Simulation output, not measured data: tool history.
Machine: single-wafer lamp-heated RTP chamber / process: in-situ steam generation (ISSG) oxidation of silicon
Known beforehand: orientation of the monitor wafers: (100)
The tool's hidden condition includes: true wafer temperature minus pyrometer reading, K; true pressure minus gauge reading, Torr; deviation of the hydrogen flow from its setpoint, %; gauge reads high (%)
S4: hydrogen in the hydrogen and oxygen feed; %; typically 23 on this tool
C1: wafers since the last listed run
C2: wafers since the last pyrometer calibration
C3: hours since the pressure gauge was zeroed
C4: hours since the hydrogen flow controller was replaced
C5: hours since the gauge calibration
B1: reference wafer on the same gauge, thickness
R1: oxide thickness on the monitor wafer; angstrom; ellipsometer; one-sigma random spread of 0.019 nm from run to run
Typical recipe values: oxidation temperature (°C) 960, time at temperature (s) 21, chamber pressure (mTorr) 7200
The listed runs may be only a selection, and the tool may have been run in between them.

Run 1, hour 0: usual settings but oxidation temperature (°C) 952; C1 0; C2 1071; C3 1921.5; C4 1658.7; C5 362.8; B1 5.158. Result: R1 49.7 angstrom.
Run 2, hour 72: usual settings but oxidation temperature (°C) 952; C1 546; C2 1617; C3 1993.5; C4 1730.7; C5 434.8; B1 5.146. Result: R1 49.64 angstrom.
Run 3, hour 175.3: usual settings; C1 783; C2 2401; C3 2096.8; C4 1834; C5 538.1; B1 5.154. Result: R1 51.06 angstrom.
Run 4, hour 235.7: usual settings; C1 458; C2 2859; C3 2157.2; C4 1894.4; C5 598.5; B1 5.149. Result: R1 51.07 angstrom.
Run 5, hour 304.6: usual settings; C1 522; C2 3381; C3 2226.1; C4 1963.3; C5 667.4; B1 5.151. Result: R1 51.77 angstrom.
Run 6, hour 353.6: usual settings; C1 371; C2 3753; C3 2275.1; C4 2012.3; C5 716.4; B1 5.145. Result: R1 51.55 angstrom.
At hour 404.5: hydrogen flow controller replaced.
Run 7, hour 412.9: usual settings but time at temperature (s) 17; C1 389; C2 4142; C3 2334.4; C4 8.4; C5 775.7; B1 5.153. Result: R1 47.46 angstrom.
At hour 445.6: gauge calibrated.
Run 8, hour 514: usual settings but time at temperature (s) 17; C1 766; C2 4909; C3 2435.5; C4 109.5; C5 68.4; B1 5.153. Result: R1 47.55 angstrom.
Run 9, hour 605.2: usual settings but S4 26 %; C1 691; C2 5601; C3 2526.7; C4 200.7; C5 159.6; B1 5.153. Result: R1 53.85 angstrom.
At hour 614.5: pressure gauge zeroed.
Run 10, hour 642.3: usual settings but time at temperature (s) 28, chamber pressure (mTorr) 8000; C1 220; C2 5821; C3 27.8; C4 237.8; C5 196.7; B1 5.15. Result: R1 59.4 angstrom.

Run 11 is up next; what results do you expect?
Run 11, hour 708.2: usual settings; C1 499; C2 6321; C3 93.7; C4 303.7; C5 262.6; B1 ?. Result: R1 ?.

{"run 11": {"B1": 5.146, "R1": 52.31}}
Were there no unlogged condition in the tool, this run, its random variation unchanged, would have produced R1 50.56 angstrom.

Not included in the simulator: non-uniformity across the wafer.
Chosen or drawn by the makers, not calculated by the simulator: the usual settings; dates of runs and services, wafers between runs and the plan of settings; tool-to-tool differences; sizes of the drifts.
